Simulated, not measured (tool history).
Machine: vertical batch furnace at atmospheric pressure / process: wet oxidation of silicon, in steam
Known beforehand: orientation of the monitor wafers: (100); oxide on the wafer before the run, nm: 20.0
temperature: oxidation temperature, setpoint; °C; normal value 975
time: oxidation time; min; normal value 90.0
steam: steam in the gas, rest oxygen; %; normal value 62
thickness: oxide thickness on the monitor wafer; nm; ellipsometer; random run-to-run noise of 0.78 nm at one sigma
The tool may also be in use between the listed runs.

run    hour  temperature   time  steam  wafers since the last listed run  hours since the last temperature calibration  hours since the steam generator was serviced  hours since the gauge calibration  read-back reference wafer on the same gauge, thickness  thickness
  1     0.0          981   70.5     62                                 0                                        3824.7                                        3859.9                              886.4                                                  350.03     304.58
       13.1  -- gauge calibrated
  2    39.9          981   70.5     62                               538                                        3864.6                                        3899.8                               26.8                                                  349.83     305.36
  3    78.0          981   70.5     62                               513                                        3902.7                                        3937.9                               64.9                                                  349.54     304.53
  4   184.4          975   90.0     62                              1434                                        4009.1                                        4044.3                              171.3                                                  349.73     344.83
  5   247.9          975   90.0     62                               856                                        4072.6                                        4107.8                              234.8                                                  350.19     344.39
  6   307.6          975   90.0     62                               805                                        4132.3                                        4167.5                              294.5                                                  350.01     344.30
  7   351.3          975   90.0     62                               589                                        4176.0                                        4211.2                              338.2                                                  350.14     344.02
  8   439.6          975   90.0     62                              1190                                        4264.3                                        4299.5                              426.5                                                  350.12     345.19
      483.2  -- steam generator serviced
  9   501.1          985  127.0     62                               505                                        4325.8                                          17.9                              488.0                                                  349.85     471.45
 10   597.6          963   45.5     62                              1301                                        4422.3                                         114.4                              584.5                                                  349.90     188.90
 11   684.4          951   90.0     70                              1170                                        4509.1                                         201.2                              671.3                                                  349.87     308.56
 12   747.2          975   90.0     62                               846                                        4571.9                                         264.0                              734.1                                                  350.20     344.59
      757.3  -- gauge calibrated
 13   806.6          975   90.0     62                               800                                        4631.3                                         323.4                               49.3                                                  350.26     346.83
      854.0  -- thermocouples replaced and temperature profile calibrated
 14   855.7          975   64.0     62                               338                                           1.7                                         372.5                               98.4                                                  349.95     261.49
 15   918.0          975   90.0     56                               840                                          64.0                                         434.8                              160.7                                                  349.76     309.21
 16  1005.0          963   90.0     62                              1173                                         151.0                                         521.8                              247.7                                                  349.71     302.15
 17  1105.4          986   90.0     51                              1353                                         251.4                                         622.2                              348.1                                                  350.37     319.82

Below are 4 alternative next runs, each starting from the tool's condition after run 17. Predict each:
  A  1110.6          975  90.0     62                                70                                         256.6                                         627.4                              353.3                                                       ?          ?
  B  1110.6          998  53.0     62                                70                                         256.6                                         627.4                              353.3                                                       ?          ?
  C  1110.6          958  90.0     62                                70                                         256.6                                         627.4                              353.3                                                       ?          ?
  D  1110.6          961  61.0     51                                70                                         256.6                                         627.4                              353.3                                                       ?          ?

run  read-back reference wafer on the same gauge, thickness  thickness
  A                                                  349.91     335.03
  B                                                  349.91     277.65
  C                                                  349.91     290.28
  D                                                  349.91     193.47
Without the tool's hidden state the same runs would have given:
run  thickness
  A     331.94
  B     275.15
  C     287.35
  D     191.36

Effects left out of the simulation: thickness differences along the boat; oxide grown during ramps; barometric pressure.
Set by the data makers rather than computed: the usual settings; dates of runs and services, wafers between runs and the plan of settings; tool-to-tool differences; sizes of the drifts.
